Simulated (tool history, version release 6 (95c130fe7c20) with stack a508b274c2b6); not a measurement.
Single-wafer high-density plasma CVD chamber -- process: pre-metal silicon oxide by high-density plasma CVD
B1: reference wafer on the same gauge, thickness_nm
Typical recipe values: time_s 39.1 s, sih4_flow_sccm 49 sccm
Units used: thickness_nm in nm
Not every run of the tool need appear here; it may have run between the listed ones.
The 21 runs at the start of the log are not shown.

run 22 hour=1224.8 | time_s=39.1 sih4_flow_sccm=51 | B1=187.169 | thickness_nm=204.815
run 23 hour=1277.8 | time_s=39.1 sih4_flow_sccm=40 | B1=187.083 | thickness_nm=160.37
run 24 hour=1328.2 | time_s=39.1 sih4_flow_sccm=39 | B1=186.931 | thickness_nm=156.283
run 25 hour=1391 | time_s=35.4 sih4_flow_sccm=43 | B1=186.598 | thickness_nm=157.722
run 26 hour=1425.8 | time_s=39.1 sih4_flow_sccm=49 | B1=187.211 | thickness_nm=198.553
run 27 hour=1456.5 | time_s=32.4 sih4_flow_sccm=45 | B1=187.021 | thickness_nm=151.079
run 28 hour=1502.8 | time_s=43.2 sih4_flow_sccm=44 | B1=186.784 | thickness_nm=196.168
run 29 hour=1546.7 | time_s=32.7 sih4_flow_sccm=40 | B1=187.402 | thickness_nm=136.558
run 30 hour=1581.3 | time_s=39.1 sih4_flow_sccm=49 | B1=187.021 | thickness_nm=198.461
run 31 hour=1620.1 | time_s=41.6 sih4_flow_sccm=58 | B1=186.93 | thickness_nm=250.991
run 32 hour=1647 | time_s=45.5 sih4_flow_sccm=56 | B1=186.991 | thickness_nm=265.807
run 33 hour=1699 | time_s=39.1 sih4_flow_sccm=49 | B1=186.94 | thickness_nm=199.278

Each row is a separate what-if for the run after 33, all from the same tool condition, not one after another. Results?
run A hour=1699.4 | time_s=43.7 sih4_flow_sccm=49 | B1=? | thickness_nm=?
run B hour=1699.4 | time_s=42.7 sih4_flow_sccm=52 | B1=? | thickness_nm=?
run C hour=1699.4 | time_s=39.1 sih4_flow_sccm=46 | B1=? | thickness_nm=?

run=A B1=186.993 thickness_nm=223.385
run=B B1=186.993 thickness_nm=231.637
run=C B1=186.993 thickness_nm=187.634
With the hidden condition removed and each run's random variation left untouched, the same runs would have given:
run=A thickness_nm=217.76
run=B thickness_nm=225.804
run=C thickness_nm=182.909
